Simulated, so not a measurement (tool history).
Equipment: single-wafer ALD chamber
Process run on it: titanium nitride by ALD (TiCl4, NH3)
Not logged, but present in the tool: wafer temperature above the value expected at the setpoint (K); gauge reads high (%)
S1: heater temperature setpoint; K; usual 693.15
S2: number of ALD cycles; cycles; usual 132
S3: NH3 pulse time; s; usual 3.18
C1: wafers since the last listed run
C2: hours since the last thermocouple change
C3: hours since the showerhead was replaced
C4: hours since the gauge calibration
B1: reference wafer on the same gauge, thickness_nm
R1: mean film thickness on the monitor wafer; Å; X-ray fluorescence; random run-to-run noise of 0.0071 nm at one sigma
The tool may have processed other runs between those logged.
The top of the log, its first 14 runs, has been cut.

| run | day | S1 | S2 | S3 | C1 | C2 | C3 | C4 | B1 | R1 |
|---|---|---|---|---|---|---|---|---|---|---|
| 15 | 16.588 | 702.15 | 132 | 3.18 | 51 | 2512 | 4313.5 | 841.7 | 3.303 | 27.99 |
| 16 | 17.954 | 693.15 | 132 | 3.18 | 53 | 2544.8 | 4346.3 | 874.5 | 3.302 | 28.15 |
| 17 | 19.35 | 693.15 | 132 | 3.18 | 54 | 2578.3 | 4379.8 | 908 | 3.301 | 28.07 |
| 18 | 20.046 | 693.15 | 132 | 3.18 | 27 | 2595 | 4396.5 | 924.7 | 3.298 | 28.03 |
| 19 | 21.433 | 693.15 | 132 | 2.41 | 54 | 2628.3 | 4429.8 | 958 | 3.296 | 27.83 |
| 20 | 22.404 | 688.15 | 139 | 2.21 | 37 | 2651.6 | 4453.1 | 981.3 | 3.294 | 29.24 |
|  | 22.604 | gauge calibrated |
| 21 | 24.096 | 693.15 | 156 | 1.96 | 65 | 2692.2 | 4493.7 | 35.8 | 3.353 | 33.26 |
| 22 | 25.483 | 693.15 | 113 | 4.2 | 54 | 2725.5 | 4527 | 69.1 | 3.353 | 24.56 |
| 23 | 26.188 | 693.15 | 132 | 3.18 | 27 | 2742.4 | 4543.9 | 86 | 3.354 | 28.5 |
| 24 | 27.296 | 693.15 | 132 | 3.18 | 43 | 2769 | 4570.5 | 112.6 | 3.352 | 28.49 |
| 25 | 28.038 | 702.15 | 146 | 3.9 | 28 | 2786.8 | 4588.3 | 130.4 | 3.347 | 31.67 |
|  | 29.038 | showerhead replaced |
| 26 | 29.433 | 693.15 | 132 | 4.14 | 41 | 2820.3 | 9.5 | 163.9 | 3.347 | 28.64 |
| 27 | 30.171 | 693.15 | 117 | 1.91 | 28 | 2838 | 27.2 | 181.6 | 3.346 | 24.86 |
|  | 31.754 | thermocouple changed; heater temperature recalibrated |
| 28 | 31.775 | 704.15 | 132 | 3.18 | 49 | 0.5 | 65.7 | 220.1 | 3.343 | 28.53 |
| 29 | 33.108 | 707.15 | 109 | 4.19 | 52 | 32.5 | 97.7 | 252.1 | 3.342 | 23.64 |
| 30 | 35.95 | 693.15 | 132 | 3.18 | 110 | 100.7 | 165.9 | 320.3 | 3.337 | 28.32 |
| 31 | 37.004 | 693.15 | 132 | 4.04 | 41 | 126 | 191.2 | 345.6 | 3.335 | 28.5 |
| 32 | 37.721 | 693.15 | 141 | 2.09 | 27 | 143.2 | 208.4 | 362.8 | 3.333 | 29.88 |
| 33 | 38.362 | 686.15 | 148 | 4.43 | 25 | 158.6 | 223.8 | 378.2 | 3.337 | 32.05 |
| 34 | 39.621 | 678.15 | 140 | 2.17 | 49 | 188.8 | 254 | 408.4 | 3.333 | 29.65 |
| 35 | 40.971 | 693.15 | 132 | 3.18 | 52 | 221.2 | 286.4 | 440.8 | 3.328 | 28.35 |
| 36 | 41.742 | 693.15 | 132 | 3.18 | 30 | 239.7 | 304.9 | 459.3 | 3.33 | 28.23 |
| 37 | 45.588 | 693.15 | 132 | 4.42 | 150 | 332 | 397.2 | 551.6 | 3.322 | 28.51 |
| 38 | 46.796 | 706.15 | 114 | 2.17 | 47 | 361 | 426.2 | 580.6 | 3.32 | 24.09 |
| 39 | 48.167 | 693.15 | 132 | 4.37 | 53 | 393.9 | 459.1 | 613.5 | 3.319 | 28.53 |

5 options for the next run, each taken on its own from the tool as it stands now. Forecast them:
| A | 48.196 | 693.15 | 132 | 3.18 | 1 | 394.6 | 459.8 | 614.2 | ? | ? |
| B | 48.196 | 678.15 | 116 | 2.42 | 1 | 394.6 | 459.8 | 614.2 | ? | ? |
| C | 48.196 | 693.15 | 140 | 3.18 | 1 | 394.6 | 459.8 | 614.2 | ? | ? |
| D | 48.196 | 701.15 | 150 | 3.67 | 1 | 394.6 | 459.8 | 614.2 | ? | ? |
| E | 48.196 | 704.15 | 132 | 3.59 | 1 | 394.6 | 459.8 | 614.2 | ? | ? |

| run | B1 | R1 |
|---|---|---|
| A | 3.319 | 28.25 |
| B | 3.319 | 24.51 |
| C | 3.319 | 29.96 |
| D | 3.319 | 32.21 |
| E | 3.319 | 28.31 |
Take away the tool's hidden state, keep each run's random variation, and the runs would have read:
| run | R1 |
|---|---|
| A | 28.59 |
| B | 24.8 |
| C | 30.33 |
| D | 32.6 |
| E | 28.65 |
